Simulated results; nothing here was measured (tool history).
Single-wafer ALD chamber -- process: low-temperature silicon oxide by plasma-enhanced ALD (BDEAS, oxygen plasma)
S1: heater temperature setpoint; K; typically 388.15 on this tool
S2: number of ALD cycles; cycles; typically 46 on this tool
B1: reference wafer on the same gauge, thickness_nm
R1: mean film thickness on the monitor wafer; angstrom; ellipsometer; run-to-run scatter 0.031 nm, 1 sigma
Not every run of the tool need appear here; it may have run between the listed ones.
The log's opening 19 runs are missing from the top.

run	hour	S1	S2	B1	R1
# hour 448.5: gauge calibrated
20	470.4	381.15	41	7.517	60.88
21	499.0	388.15	46	7.523	67.40
22	525.7	396.15	52	7.517	75.51
23	560.3	401.15	52	7.521	75.17
24	578.1	388.15	46	7.516	67.21
25	605.1	384.15	39	7.521	57.52
26	627.0	388.15	46	7.521	67.85
27	658.7	378.15	46	7.521	68.30
28	694.5	380.15	54	7.522	79.99
29	713.6	388.15	52	7.519	76.36

Predict the results of run 30:
30	743.2	403.15	40	?	?

Run 30 came out at B1 7.521, R1 57.71 angstrom.
On a tool with no hidden condition, and with the same random variation, this run would have come out at R1 57.71 angstrom.
